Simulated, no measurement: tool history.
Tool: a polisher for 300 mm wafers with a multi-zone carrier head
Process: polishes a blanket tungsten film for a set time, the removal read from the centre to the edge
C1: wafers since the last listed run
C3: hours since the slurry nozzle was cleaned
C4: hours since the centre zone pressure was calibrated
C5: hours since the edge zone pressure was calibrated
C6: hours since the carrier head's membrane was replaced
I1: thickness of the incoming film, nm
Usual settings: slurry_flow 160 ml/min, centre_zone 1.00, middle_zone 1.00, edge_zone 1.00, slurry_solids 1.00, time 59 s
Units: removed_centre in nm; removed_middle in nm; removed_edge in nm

run 1 hour=0.0 | slurry_flow=160 centre_zone=1.00 middle_zone=1.00 edge_zone=1.00 slurry_solids=1.00 time=59 | C1=0 wafers_polished_on_this_pad=904 C3=108.2 C4=90.7 C5=33.5 C6=54.4 | I1=1183.8 | removed_centre=341.6 removed_middle=338.7 removed_edge=354.0
run 2 hour=15.3 | slurry_flow=160 centre_zone=1.00 middle_zone=1.00 edge_zone=1.00 slurry_solids=1.00 time=59 | C1=169 wafers_polished_on_this_pad=1074 C3=123.5 C4=106.0 C5=48.8 C6=69.7 | I1=1171.6 | removed_centre=335.7 removed_middle=341.8 removed_edge=351.1
run 3 hour=34.2 | slurry_flow=160 centre_zone=1.00 middle_zone=1.05 edge_zone=1.00 slurry_solids=1.00 time=59 | C1=209 wafers_polished_on_this_pad=1284 C3=142.4 C4=124.9 C5=67.7 C6=88.6 | I1=1159.8 | removed_centre=334.8 removed_middle=350.9 removed_edge=348.5
run 4 hour=51.9 | slurry_flow=160 centre_zone=1.00 middle_zone=1.09 edge_zone=0.91 slurry_solids=1.00 time=59 | C1=196 wafers_polished_on_this_pad=1480 C3=160.1 C4=142.6 C5=85.4 C6=106.3 | I1=1150.4 | removed_centre=336.4 removed_middle=353.8 removed_edge=330.8
-- hour=82.3 slurry nozzle cleaned
run 5 hour=85.4 | slurry_flow=205 centre_zone=1.00 middle_zone=1.00 edge_zone=1.06 slurry_solids=1.00 time=59 | C1=360 wafers_polished_on_this_pad=1841 C3=3.1 C4=176.1 C5=118.9 C6=139.8 | I1=1152.6 | removed_centre=363.8 removed_middle=369.9 removed_edge=375.1
run 6 hour=103.6 | slurry_flow=160 centre_zone=1.00 middle_zone=0.91 edge_zone=0.95 slurry_solids=1.15 time=65 | C1=201 wafers_polished_on_this_pad=2043 C3=21.3 C4=194.3 C5=137.1 C6=158.0 | I1=1165.9 | removed_centre=393.3 removed_middle=376.1 removed_edge=399.7
-- hour=121.8 worn pad replaced by a new one
run 7 hour=137.2 | slurry_flow=160 centre_zone=1.00 middle_zone=1.00 edge_zone=1.00 slurry_solids=1.00 time=59 | C1=328 wafers_polished_on_this_pad=170 C3=54.9 C4=227.9 C5=170.7 C6=191.6 | I1=1178.5 | removed_centre=348.5 removed_middle=348.1 removed_edge=362.4
run 8 hour=153.0 | slurry_flow=160 centre_zone=1.00 middle_zone=1.00 edge_zone=1.00 slurry_solids=1.00 time=59 | C1=175 wafers_polished_on_this_pad=346 C3=70.7 C4=243.7 C5=186.5 C6=207.4 | I1=1174.2 | removed_centre=342.3 removed_middle=346.7 removed_edge=356.5
run 9 hour=176.0 | slurry_flow=125 centre_zone=1.00 middle_zone=1.00 edge_zone=1.00 slurry_solids=1.25 time=59 | C1=255 wafers_polished_on_this_pad=601 C3=93.7 C4=266.7 C5=209.5 C6=230.4 | I1=1189.1 | removed_centre=347.3 removed_middle=348.8 removed_edge=356.7
run 10 hour=206.3 | slurry_flow=160 centre_zone=0.91 middle_zone=1.00 edge_zone=1.12 slurry_solids=1.00 time=59 | C1=336 wafers_polished_on_this_pad=937 C3=124.0 C4=297.0 C5=239.8 C6=260.7 | I1=1165.9 | removed_centre=306.5 removed_middle=339.4 removed_edge=370.4
-- hour=221.2 centre zone pressure recalibrated
run 11 hour=227.8 | slurry_flow=160 centre_zone=1.00 middle_zone=1.00 edge_zone=1.00 slurry_solids=1.00 time=40 | C1=216 wafers_polished_on_this_pad=1154 C3=145.5 C4=6.6 C5=261.3 C6=282.2 | I1=1167.1 | removed_centre=230.4 removed_middle=227.2 removed_edge=232.4
run 12 hour=259.0 | slurry_flow=160 centre_zone=0.94 middle_zone=1.00 edge_zone=1.00 slurry_solids=1.00 time=49 | C1=346 wafers_polished_on_this_pad=1500 C3=176.7 C4=37.8 C5=292.5 C6=313.4 | I1=1156.3 | removed_centre=258.3 removed_middle=272.1 removed_edge=283.9
run 13 hour=281.4 | slurry_flow=160 centre_zone=1.05 middle_zone=1.00 edge_zone=0.92 slurry_solids=0.80 time=59 | C1=248 wafers_polished_on_this_pad=1748 C3=199.1 C4=60.2 C5=314.9 C6=335.8 | I1=1165.8 | removed_centre=317.9 removed_middle=308.5 removed_edge=308.0
-- hour=285.6 slurry nozzle cleaned
-- hour=288.5 worn pad replaced by a new one
run 14 hour=316.5 | slurry_flow=105 centre_zone=0.94 middle_zone=0.96 edge_zone=1.00 slurry_solids=1.00 time=67 | C1=346 wafers_polished_on_this_pad=310 C3=30.9 C4=95.3 C5=350.0 C6=370.9 | I1=1170.9 | removed_centre=346.2 removed_middle=362.2 removed_edge=386.4
run 15 hour=339.5 | slurry_flow=190 centre_zone=0.95 middle_zone=1.00 edge_zone=0.96 slurry_solids=1.00 time=59 | C1=255 wafers_polished_on_this_pad=565 C3=53.9 C4=118.3 C5=373.0 C6=393.9 | I1=1190.9 | removed_centre=346.1 removed_middle=361.7 removed_edge=361.9
run 16 hour=371.5 | slurry_flow=160 centre_zone=1.00 middle_zone=1.00 edge_zone=1.00 slurry_solids=1.00 time=59 | C1=355 wafers_polished_on_this_pad=921 C3=85.9 C4=150.3 C5=405.0 C6=425.9 | I1=1170.9 | removed_centre=348.3 removed_middle=348.9 removed_edge=349.8
run 17 hour=386.7 | slurry_flow=160 centre_zone=1.00 middle_zone=1.00 edge_zone=1.00 slurry_solids=1.00 time=59 | C1=168 wafers_polished_on_this_pad=1089 C3=101.1 C4=165.5 C5=420.2 C6=441.1 | I1=1160.4 | removed_centre=340.8 removed_middle=347.7 removed_edge=357.3
run 18 hour=418.7 | slurry_flow=160 centre_zone=1.00 middle_zone=1.00 edge_zone=0.93 slurry_solids=1.00 time=59 | C1=355 wafers_polished_on_this_pad=1444 C3=133.1 C4=197.5 C5=452.2 C6=473.1 | I1=1162.4 | removed_centre=343.6 removed_middle=345.6 removed_edge=341.3
run 19 hour=436.2 | slurry_flow=160 centre_zone=1.10 middle_zone=1.00 edge_zone=1.10 slurry_solids=0.70 time=59 | C1=194 wafers_polished_on_this_pad=1639 C3=150.6 C4=215.0 C5=469.7 C6=490.6 | I1=1170.6 | removed_centre=344.8 removed_middle=318.6 removed_edge=339.2
-- hour=446.1 worn pad replaced by a new one
run 20 hour=455.5 | slurry_flow=160 centre_zone=1.00 middle_zone=0.92 edge_zone=1.00 slurry_solids=1.00 time=59 | C1=169 wafers_polished_on_this_pad=104 C3=169.9 C4=234.3 C5=489.0 C6=509.9 | I1=1167.5 | removed_centre=329.0 removed_middle=316.2 removed_edge=343.4
run 21 hour=473.8 | slurry_flow=160 centre_zone=1.00 middle_zone=0.97 edge_zone=0.92 slurry_solids=1.00 time=59 | C1=203 wafers_polished_on_this_pad=307 C3=188.2 C4=252.6 C5=507.3 C6=528.2 | I1=1176.8 | removed_centre=324.2 removed_middle=325.9 removed_edge=333.9
run 22 hour=492.5 | slurry_flow=160 centre_zone=1.00 middle_zone=1.00 edge_zone=1.00 slurry_solids=1.00 time=59 | C1=207 wafers_polished_on_this_pad=515 C3=206.9 C4=271.3 C5=526.0 C6=546.9 | I1=1187.4 | removed_centre=318.6 removed_middle=317.7 removed_edge=336.0

Forecast each of these 4 alternatives for the next run:
run A hour=492.9 | slurry_flow=160 centre_zone=1.00 middle_zone=1.00 edge_zone=1.00 slurry_solids=1.00 time=59 | C1=4 wafers_polished_on_this_pad=519 C3=207.3 C4=271.7 C5=526.4 C6=547.3 | I1=1146.4 | removed_centre=? removed_middle=? removed_edge=?
run B hour=492.9 | slurry_flow=160 centre_zone=1.03 middle_zone=1.00 edge_zone=1.00 slurry_solids=1.00 time=59 | C1=4 wafers_polished_on_this_pad=519 C3=207.3 C4=271.7 C5=526.4 C6=547.3 | I1=1146.4 | removed_centre=? removed_middle=? removed_edge=?
run C hour=492.9 | slurry_flow=160 centre_zone=1.00 middle_zone=1.00 edge_zone=1.00 slurry_solids=1.10 time=59 | C1=4 wafers_polished_on_this_pad=519 C3=207.3 C4=271.7 C5=526.4 C6=547.3 | I1=1146.4 | removed_centre=? removed_middle=? removed_edge=?
run D hour=492.9 | slurry_flow=160 centre_zone=1.00 middle_zone=1.00 edge_zone=0.95 slurry_solids=1.00 time=59 | C1=4 wafers_polished_on_this_pad=519 C3=207.3 C4=271.7 C5=526.4 C6=547.3 | I1=1146.4 | removed_centre=? removed_middle=? removed_edge=?

run=A removed_centre=315.0 removed_middle=315.6 removed_edge=333.2
run=B removed_centre=324.5 removed_middle=315.5 removed_edge=333.2
run=C removed_centre=321.3 removed_middle=322.0 removed_edge=340.0
run=D removed_centre=315.0 removed_middle=315.6 removed_edge=325.2
Without the tool's hidden state the same runs would have given:
run=A removed_centre=352.9 removed_middle=348.9 removed_edge=357.7
run=B removed_centre=363.6 removed_middle=348.8 removed_edge=357.7
run=C removed_centre=360.1 removed_middle=356.0 removed_edge=364.9
run=D removed_centre=352.9 removed_middle=348.9 removed_edge=349.0

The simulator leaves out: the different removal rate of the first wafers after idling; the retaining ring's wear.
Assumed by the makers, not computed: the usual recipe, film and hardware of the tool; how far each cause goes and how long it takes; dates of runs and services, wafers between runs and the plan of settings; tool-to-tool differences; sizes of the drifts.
